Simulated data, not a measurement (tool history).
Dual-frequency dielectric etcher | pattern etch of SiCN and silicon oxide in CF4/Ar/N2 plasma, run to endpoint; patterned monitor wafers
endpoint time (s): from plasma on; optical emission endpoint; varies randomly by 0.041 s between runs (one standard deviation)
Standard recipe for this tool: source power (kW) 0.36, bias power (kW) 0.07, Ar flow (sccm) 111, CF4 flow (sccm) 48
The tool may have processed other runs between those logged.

run,day,source power (kW),bias power (kW),Ar flow (sccm),CF4 flow (sccm),wafers since the last listed run,hours since the last wet clean,hours since the last source power generator calibration,hours since the last bias power generator calibration,hours since the last Ar flow controller change,hours since the last CF4 flow controller change,hours since the last upper electrode change,"incoming incoming film thickness, nm",endpoint time (s)
1,0,0.36,0.07,111,43,0,258,1411.7,2968.8,4538.5,4870.2,4637.4,9.27,13.1
2,0.933,0.36,0.07,111,43,321,280.4,1434.1,2991.2,4560.9,4892.6,4659.8,9.28,13.2
3,4.508,0.36,0.07,91,48,1230,366.2,1519.9,3077,4646.7,4978.4,4745.6,9.33,12.8
4,5.2,0.36,0.07,91,48,238,382.8,1536.5,3093.6,4663.3,4995,4762.2,9.22,12.6
5,6.304,0.36,0.07,91,48,380,409.3,1563,3120.1,4689.8,5021.5,4788.7,9.31,12.7
# day 9.162: upper electrode replaced
# day 9.579: CF4 flow controller replaced
6,10.292,0.36,0.07,103,48,942,505,1658.7,3215.8,4785.5,17.1,27.1,9.22,12.8
7,11.083,0.36,0.07,111,48,272,524,1677.7,3234.8,4804.5,36.1,46.1,9.36,13
# day 11.338: source power generator calibrated
8,13.288,0.36,0.07,111,48,701,576.9,46.8,3287.7,4857.4,89,99,9.3,13.5
# day 14.346: bias power generator calibrated
9,14.367,0.36,0.07,111,48,314,602.8,72.7,0.5,4883.3,114.9,124.9,9.3,13.4
# day 15.862: wet clean of the chamber
10,15.883,0.36,0.07,111,48,177,0.5,109.1,36.9,4919.7,151.3,161.3,9.31,13.6
11,16.742,0.44,0.07,111,48,295,21.1,129.7,57.5,4940.3,171.9,181.9,9.31,11.6
# day 17.033: Ar flow controller replaced
12,18.079,0.36,0.08,94,48,374,53.2,161.8,89.6,25.1,204,214,9.33,12.5
13,19.196,0.44,0.063,111,48,384,80,188.6,116.4,51.9,230.8,240.8,9.38,12.3
14,19.796,0.36,0.061,111,48,206,94.4,203,130.8,66.3,245.2,255.2,9.34,14.6
15,20.546,0.36,0.07,111,48,258,112.4,221,148.8,84.3,263.2,273.2,9.3,13.6
16,22.712,0.36,0.07,111,48,746,164.4,273,200.8,136.3,315.2,325.2,9.31,13.3
17,24.104,0.36,0.07,103,48,479,197.8,306.4,234.2,169.7,348.6,358.6,9.29,13.3
18,25.55,0.36,0.07,119,48,497,232.5,341.1,268.9,204.4,383.3,393.3,9.16,13.2
19,26.579,0.38,0.083,111,48,354,257.2,365.8,293.6,229.1,408,418,9.29,11.8

Per-run results on a tool with no hidden state, each run keeping its own random variation:
Hidden state at play: etch rate over this chamber's usual, %; source power that arrives over what is set, %; bias power that arrives over what is set, %; Ar flow that arrives over what is set, %; CF4 flow that arrives over what is set, %.
run,endpoint time (s)
1,13.7
2,13.8
3,13.5
4,13.3
5,13.4
6,13.5
7,13.7
8,13.7
9,13.7
10,13.6
11,11.7
12,12.6
13,12.4
14,14.7
15,13.7
16,13.6
17,13.5
18,13.5
19,12.1
